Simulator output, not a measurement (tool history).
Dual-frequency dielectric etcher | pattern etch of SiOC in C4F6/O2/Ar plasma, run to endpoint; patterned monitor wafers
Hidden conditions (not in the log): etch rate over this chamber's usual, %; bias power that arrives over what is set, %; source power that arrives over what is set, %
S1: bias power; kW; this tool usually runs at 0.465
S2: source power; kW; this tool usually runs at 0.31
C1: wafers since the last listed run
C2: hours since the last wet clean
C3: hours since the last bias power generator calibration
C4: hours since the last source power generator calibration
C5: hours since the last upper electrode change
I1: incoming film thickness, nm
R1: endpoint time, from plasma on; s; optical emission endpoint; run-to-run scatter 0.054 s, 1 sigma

run,day,S1,S2,C1,C2,C3,C4,C5,I1,R1
1,0,0.465,0.31,0,390.6,2626.7,2451.9,4203.1,26.91,9.6
# day 1.062: wet clean of the chamber
2,3.662,0.465,0.31,842,62.4,2714.6,2539.8,4291,26.85,9.8
3,7.75,0.465,0.31,1293,160.5,2812.7,2637.9,4389.1,26.89,9.8
4,10.108,0.465,0.31,746,217.1,2869.3,2694.5,4445.7,27.13,9.7
# day 18.121: wet clean of the chamber
5,19.35,0.465,0.35,2608,29.5,3091.1,2916.3,4667.5,26.83,9.5
6,22.633,0.465,0.35,1039,108.3,3169.9,2995.1,4746.3,27.02,9.4
7,24.262,0.465,0.31,515,147.4,3209,3034.2,4785.4,26.94,9.9
8,26.871,0.393,0.31,825,210,3271.6,3096.8,4848,27.03,10.6
# day 28.979: upper electrode replaced
9,30.596,0.421,0.33,862,299.4,3361,3186.2,38.8,26.95,10
10,33.371,0.516,0.34,878,366,3427.6,3252.8,105.4,26.77,8.8
# day 34.129: bias power generator calibrated
# day 39.408: wet clean of the chamber
11,39.429,0.35,0.35,1547,0.5,127.2,3398.2,250.8,27.17,11
# day 40.05: source power generator calibrated
12,45.054,0.539,0.29,1727,135.5,262.2,120.1,385.8,26.82,9.3
13,49.254,0.414,0.31,1329,236.3,363,220.9,486.6,26.61,10
14,51.275,0.465,0.31,639,284.8,411.5,269.4,535.1,26.83,9.6
15,55.367,0.465,0.31,1294,383,509.7,367.6,633.3,27.24,9.7

Forecast each of these 4 alternatives for the next run:
A,55.383,0.386,0.31,5,383.4,510.1,368,633.7,26.9,?
B,55.383,0.569,0.39,5,383.4,510.1,368,633.7,26.9,?
C,55.383,0.542,0.24,5,383.4,510.1,368,633.7,26.9,?
D,55.383,0.521,0.26,5,383.4,510.1,368,633.7,26.9,?

run,R1
A,10.5
B,8
C,9.8
D,9.7
With no hidden state in the tool, these same runs would have given:
run,R1
A,10.9
B,8.3
C,10.2
D,10.1
